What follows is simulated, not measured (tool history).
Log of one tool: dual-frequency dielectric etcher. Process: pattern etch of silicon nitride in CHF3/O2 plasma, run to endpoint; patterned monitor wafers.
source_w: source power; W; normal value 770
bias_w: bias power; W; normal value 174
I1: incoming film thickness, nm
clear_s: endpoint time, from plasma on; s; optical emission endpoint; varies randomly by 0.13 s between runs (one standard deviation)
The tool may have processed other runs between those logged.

Run 1, hour 0: usual settings; I1 58.1. Result: clear_s 36.7 s.
Run 2, hour 79: usual settings; I1 59. Result: clear_s 37 s.
Run 3, hour 160.8: usual settings; I1 58.7. Result: clear_s 37 s.
Run 4, hour 254.8: usual settings; I1 58.5. Result: clear_s 36.9 s.
Run 5, hour 351.6: usual settings but source_w 920 W; I1 57.9. Result: clear_s 32.9 s.
Run 6, hour 423.6: usual settings but source_w 920 W; I1 58.2. Result: clear_s 33.1 s.
Run 7, hour 477: usual settings but source_w 640 W, bias_w 151 W; I1 58.6. Result: clear_s 43.4 s.
Run 8, hour 535.9: usual settings but source_w 640 W, bias_w 151 W; I1 58.7. Result: clear_s 43.3 s.
At hour 570: wet clean of the chamber.
Run 9, hour 629.8: usual settings but bias_w 195 W; I1 58.5. Result: clear_s 35.7 s.
At hour 688.1: bias power generator calibrated.
Run 10, hour 695.1: usual settings; I1 58.8. Result: clear_s 37 s.
Run 11, hour 776.5: usual settings; I1 58.4. Result: clear_s 36.8 s.
Run 12, hour 829.7: usual settings; I1 58.6. Result: clear_s 37.2 s.
Run 13, hour 879.6: usual settings but source_w 910 W, bias_w 202 W; I1 58.5. Result: clear_s 32.1 s.
Run 14, hour 962.6: usual settings but source_w 850 W, bias_w 215 W; I1 58.9. Result: clear_s 33 s.
At hour 980.6: source power generator calibrated.
At hour 987.6: upper electrode replaced.
Run 15, hour 1028.5: usual settings but source_w 590 W, bias_w 187 W; I1 58.7. Result: clear_s 43.4 s.
Run 16, hour 1124: usual settings but source_w 640 W, bias_w 195 W; I1 58.8. Result: clear_s 40.5 s.
Run 17, hour 1210.2: usual settings but source_w 620 W, bias_w 136 W; I1 58.8. Result: clear_s 45.4 s.
At hour 1278.2: wet clean of the chamber.
Run 18, hour 1278.7: usual settings; I1 58.3. Result: clear_s 36.6 s.
Run 19, hour 1357: usual settings but source_w 660 W, bias_w 198 W; I1 58.1. Result: clear_s 38.8 s.
Run 20, hour 1404.7: usual settings but source_w 720 W, bias_w 204 W; I1 58.6. Result: clear_s 36.8 s.
Run 21, hour 1444.2: usual settings but source_w 640 W, bias_w 157 W; I1 58.6. Result: clear_s 42.7 s.
Run 22, hour 1693.7: usual settings but source_w 860 W, bias_w 149 W; I1 58.8. Result: clear_s 35.8 s.
Run 23, hour 1740.4: usual settings but source_w 650 W, bias_w 145 W; I1 59.3. Result: clear_s 43.8 s.
Run 24, hour 1798.8: usual settings; I1 58.9. Result: clear_s 36.9 s.
Run 25, hour 1894.9: usual settings but source_w 700 W, bias_w 187 W; I1 58. Result: clear_s 38.2 s.
Run 26, hour 1948.9: usual settings but source_w 850 W, bias_w 162 W; I1 58.4. Result: clear_s 35.1 s.
At hour 2018.3: wet clean of the chamber.
Run 27, hour 2018.8: usual settings but source_w 720 W; I1 58.7. Result: clear_s 38.7 s.
Run 28, hour 2099.1: usual settings but source_w 670 W, bias_w 147 W; I1 58.8. Result: clear_s 42.3 s.
Run 29, hour 2179.9: usual settings; I1 58.5. Result: clear_s 36.8 s.
Run 30, hour 2278: usual settings but source_w 600 W, bias_w 191 W; I1 58.9. Result: clear_s 42.7 s.
Run 31, hour 2366.8: usual settings but source_w 940 W, bias_w 196 W; I1 58.3. Result: clear_s 31.6 s.
Run 32, hour 2440: usual settings; I1 58.7. Result: clear_s 37.1 s.
Run 33, hour 2478: usual settings but bias_w 156 W; I1 58.3. Result: clear_s 37.9 s.
Run 34, hour 2583.5: usual settings; I1 59.1. Result: clear_s 37.3 s.

What if the next run were any one of these 5? Each begins from the tool's condition after run 34:
Run A, hour 2583.9: usual settings but bias_w 217 W; I1 58.3. Result: clear_s ?.
Run B, hour 2583.9: usual settings but source_w 580 W, bias_w 159 W; I1 58.3. Result: clear_s ?.
Run C, hour 2583.9: usual settings but source_w 670 W, bias_w 210 W; I1 58.3. Result: clear_s ?.
Run D, hour 2583.9: usual settings but source_w 900 W, bias_w 203 W; I1 58.3. Result: clear_s ?.
Run E, hour 2583.9: usual settings but source_w 820 W, bias_w 196 W; I1 58.3. Result: clear_s ?.

run  clear_s
  A     34.5
  B     45.6
  C     38.1
  D     32.1
  E     34.2
With the hidden condition removed and each run's random variation left untouched, the same runs would have given:
run  clear_s
  A     34.5
  B     45.6
  C     38.1
  D     32.1
  E     34.2
